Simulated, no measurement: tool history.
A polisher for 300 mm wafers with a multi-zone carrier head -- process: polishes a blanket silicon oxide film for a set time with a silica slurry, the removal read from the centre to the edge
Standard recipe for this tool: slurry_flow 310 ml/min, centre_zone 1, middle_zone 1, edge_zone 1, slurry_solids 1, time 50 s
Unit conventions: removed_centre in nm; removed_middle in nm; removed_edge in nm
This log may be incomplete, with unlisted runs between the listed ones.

run	hour	slurry_flow	centre_zone	middle_zone	edge_zone	slurry_solids	time	wafers since the last listed run	wafers polished on this pad	hours since the slurry nozzle was cleaned	hours since the centre zone pressure was calibrated	hours since the edge zone pressure was calibrated	hours since the carrier head's membrane was replaced	incoming thickness of the incoming film, nm	removed_centre	removed_middle	removed_edge
1	0	310	1	1.08	1	1	50	0	1018	402.1	45.3	914.9	926.2	1363.5	181.4	188.1	181
# hour 20.6: worn pad replaced by a new one
2	21.1	310	1	1	1	0.9	50	179	5	423.2	66.4	936	947.3	1346.2	174.4	174.6	174.3
3	49.4	310	1	1	1	0.9	50	296	301	451.5	94.7	964.3	975.6	1370.8	168.3	173.7	176.5
4	81.4	310	1	1	1	1	59	335	637	483.5	126.7	996.3	1007.6	1359.2	214.4	216.3	218.2
5	115	310	1	1	1	1	59	352	989	517.1	160.3	1029.9	1041.2	1356.1	212	210.5	217.3
# hour 122.5: worn pad replaced by a new one
6	141.7	310	1	1	1	1	50	237	201	543.8	187	1056.6	1067.9	1345	184.4	183.4	185.3
# hour 150.1: carrier head's membrane replaced by a new one
7	155.8	310	1	1	1	1	50	95	296	557.9	201.1	1070.7	5.7	1358.4	181.4	182.3	181.7
# hour 163: slurry nozzle cleaned
# hour 168.2: edge zone pressure recalibrated
8	175.3	310	1	1	1	1	50	172	469	12.3	220.6	7.1	25.2	1362.3	184.5	183.9	182.7
9	199.3	310	1	1	1	1	50	251	721	36.3	244.6	31.1	49.2	1346.3	181.7	182.4	186.3
10	216.1	230	1	1	0.94	1	50	176	897	53.1	261.4	47.9	66	1362.7	176.2	177.1	172.5
# hour 226.9: worn pad replaced by a new one
11	236.7	350	0.92	0.91	1	1.15	50	174	102	73.7	282	68.5	86.6	1342.6	177.9	189.6	199.5
12	254.9	310	1	1	1	1	50	190	293	91.9	300.2	86.7	104.8	1360.4	185.4	183.8	185.5
13	276.9	375	1	1.03	1	0.85	36	230	524	113.9	322.2	108.7	126.8	1373.8	122	122.9	124.4
# hour 337.9: centre zone pressure recalibrated
# hour 341.2: worn pad replaced by a new one
14	377.3	310	1	0.95	1	1	62	997	378	214.3	39.4	209.1	227.2	1345.3	229.6	221.4	228.2
15	404.5	310	1	1.04	1	1	59	285	663	241.5	66.6	236.3	254.4	1350.6	216.3	217.6	220.9
16	420.3	235	1	0.9	1.11	1	50	165	829	257.3	82.4	252.1	270.2	1347.5	176.8	169.5	188.1
# hour 456.5: worn pad replaced by a new one
17	457	310	1	0.95	1	1	62	342	5	294	119.1	288.8	306.9	1349.8	227.5	224.2	226.9
18	480.8	310	0.91	0.95	1	1	50	249	255	317.8	142.9	312.6	330.7	1365.9	166	178.8	185.7
19	494.7	220	0.9	0.88	1	1.2	50	145	400	331.7	156.8	326.5	344.6	1333.8	171.5	182.2	196
20	513.6	310	1	1	1	1	50	198	599	350.6	175.7	345.4	363.5	1346.1	186.2	182.2	184.2
21	534.1	310	1.07	1	1	1	41	214	813	371.1	196.2	365.9	384	1366.9	159.8	150.1	146.6

Exercise: give the hidden state of the tool at every run:
removal rate lost through wear of the pad, %: 0 in every run
slurry flow missing at the pad, %: 0 in every run
deviation of the centre zone's pressure from its setpoint, %: 0 in every run
deviation of the edge zone's pressure from its setpoint, %: 0 in every run
